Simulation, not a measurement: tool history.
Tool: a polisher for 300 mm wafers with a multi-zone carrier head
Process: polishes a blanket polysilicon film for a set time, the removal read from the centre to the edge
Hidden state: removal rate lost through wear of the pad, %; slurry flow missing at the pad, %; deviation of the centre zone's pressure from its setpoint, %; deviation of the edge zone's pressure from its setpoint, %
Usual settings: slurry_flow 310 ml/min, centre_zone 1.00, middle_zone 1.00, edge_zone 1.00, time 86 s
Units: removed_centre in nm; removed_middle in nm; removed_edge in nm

| run | hour | slurry_flow | centre_zone | middle_zone | edge_zone | time | wafers since the last listed run | wafers polished on this pad | hours since the slurry nozzle was cleaned | hours since the centre zone pressure was calibrated | hours since the edge zone pressure was calibrated | hours since the carrier head's membrane was replaced | incoming thickness of the incoming film, nm | removed_centre | removed_middle | removed_edge |
|---|---|---|---|---|---|---|---|---|---|---|---|---|---|---|---|---|
| 1 | 0.0 | 310 | 1.00 | 1.00 | 1.00 | 86 | 0 | 766 | 248.2 | 3.5 | 1300.5 | 1776.0 | 2024.5 | 349.5 | 380.9 | 385.3 |
| 2 | 17.4 | 310 | 1.00 | 1.00 | 1.00 | 86 | 123 | 890 | 265.6 | 20.9 | 1317.9 | 1793.4 | 2059.2 | 344.9 | 382.8 | 382.5 |
| 3 | 46.0 | 310 | 1.00 | 1.00 | 1.00 | 86 | 203 | 1093 | 294.2 | 49.5 | 1346.5 | 1822.0 | 2031.8 | 342.4 | 384.4 | 389.2 |
|  | 52.3 | worn pad replaced by a new one |
| 4 | 72.6 | 310 | 1.00 | 1.00 | 1.00 | 86 | 160 | 144 | 320.8 | 76.1 | 1373.1 | 1848.6 | 2057.5 | 337.3 | 382.0 | 386.7 |
|  | 82.1 | edge zone pressure recalibrated |
| 5 | 157.5 | 275 | 1.00 | 1.05 | 1.00 | 86 | 588 | 732 | 405.7 | 161.0 | 75.4 | 1933.5 | 2035.0 | 322.7 | 384.7 | 379.2 |
|  | 173.0 | slurry nozzle cleaned |
| 6 | 174.1 | 310 | 1.00 | 1.00 | 1.00 | 86 | 110 | 843 | 1.1 | 177.6 | 92.0 | 1950.1 | 2014.1 | 330.9 | 380.1 | 386.8 |
|  | 200.1 | centre zone pressure recalibrated, repeated, since the last time left the tool worse |
| 7 | 201.5 | 310 | 1.00 | 1.00 | 1.00 | 86 | 180 | 1023 | 28.5 | 1.4 | 119.4 | 1977.5 | 2054.4 | 386.8 | 380.3 | 384.4 |
| 8 | 228.5 | 310 | 0.91 | 1.00 | 1.00 | 86 | 191 | 1215 | 55.5 | 28.4 | 146.4 | 2004.5 | 2050.6 | 342.3 | 381.3 | 387.8 |
| 9 | 241.6 | 400 | 0.90 | 1.12 | 1.00 | 86 | 92 | 1308 | 68.6 | 41.5 | 159.5 | 2017.6 | 2054.9 | 348.1 | 429.2 | 392.2 |
|  | 251.4 | worn pad replaced by a new one |
| 10 | 257.3 | 220 | 1.05 | 1.06 | 1.12 | 86 | 83 | 42 | 84.3 | 57.2 | 175.2 | 2033.3 | 2080.6 | 372.7 | 380.5 | 399.0 |
| 11 | 291.7 | 310 | 1.00 | 1.00 | 1.00 | 86 | 244 | 286 | 118.7 | 91.6 | 209.6 | 2067.7 | 2092.1 | 371.1 | 382.1 | 392.0 |
| 12 | 316.0 | 280 | 1.11 | 1.06 | 1.00 | 76 | 172 | 458 | 143.0 | 115.9 | 233.9 | 2092.0 | 2042.8 | 360.8 | 357.9 | 331.9 |
| 13 | 329.9 | 385 | 0.88 | 0.91 | 1.00 | 86 | 98 | 557 | 156.9 | 129.8 | 247.8 | 2105.9 | 2047.6 | 328.1 | 353.8 | 388.5 |
|  | 337.5 | carrier head's membrane replaced by a new one |
| 14 | 355.0 | 310 | 1.00 | 0.96 | 1.00 | 86 | 142 | 700 | 182.0 | 154.9 | 272.9 | 17.5 | 2053.1 | 364.2 | 360.0 | 386.4 |
| 15 | 383.6 | 310 | 1.00 | 1.07 | 1.00 | 97 | 203 | 903 | 210.6 | 183.5 | 301.5 | 46.1 | 2052.6 | 409.0 | 453.2 | 431.5 |
| 16 | 409.2 | 210 | 1.00 | 1.00 | 1.00 | 86 | 181 | 1084 | 236.2 | 209.1 | 327.1 | 71.7 | 2082.6 | 341.4 | 362.6 | 372.6 |
| 17 | 431.7 | 310 | 1.00 | 1.00 | 1.11 | 114 | 159 | 1244 | 258.7 | 231.6 | 349.6 | 94.2 | 2052.2 | 486.8 | 495.6 | 538.9 |
|  | 454.9 | worn pad replaced by a new one |
| 18 | 461.4 | 240 | 1.00 | 0.93 | 0.95 | 86 | 182 | 45 | 288.4 | 261.3 | 379.3 | 123.9 | 2037.4 | 349.9 | 343.4 | 369.6 |
| 19 | 483.8 | 225 | 1.00 | 1.00 | 1.00 | 73 | 159 | 204 | 310.8 | 283.7 | 401.7 | 146.3 | 2025.5 | 296.3 | 311.5 | 311.1 |
|  | 487.0 | centre zone pressure recalibrated |
| 20 | 499.0 | 310 | 1.00 | 1.09 | 1.00 | 86 | 93 | 298 | 326.0 | 12.0 | 416.9 | 161.5 | 2088.0 | 376.4 | 420.3 | 391.1 |
| 21 | 520.0 | 310 | 0.93 | 1.06 | 0.97 | 60 | 149 | 447 | 347.0 | 33.0 | 437.9 | 182.5 | 2060.3 | 241.1 | 280.7 | 264.7 |
| 22 | 548.9 | 310 | 1.00 | 1.06 | 1.00 | 86 | 205 | 652 | 375.9 | 61.9 | 466.8 | 211.4 | 2048.8 | 372.6 | 400.4 | 392.1 |

Some steps in removed_centre between neighbouring runs. How much of each would the tool show without its hidden state too (settings, what came in, random variation), and how much is left for the hidden state, with any gauge scatter that isn't in both results?
Run 6 -> 7: centre zone pressure recalibrated, repeated, since the last time left the tool worse. removed_centre +55.9 nm: hidden state +49.7, all else +6.2.
Run 16 -> 17: slurry_flow 210 -> 310, edge_zone 1.00 -> 1.11, time 86 -> 114. removed_centre +145.4 nm: hidden state -6.5, all else +151.9.
Run 17 -> 18: slurry_flow 310 -> 240, middle_zone 1.00 -> 0.93, edge_zone 1.11 -> 0.95, time 114 -> 86, worn pad replaced by a new one. removed_centre -136.9 nm: hidden state +5.0, all else -141.9.
Run 19 -> 20: slurry_flow 225 -> 310, middle_zone 1.00 -> 1.09, time 73 -> 86, centre zone pressure recalibrated. removed_centre +80.1 nm: hidden state +11.0, all else +69.1.
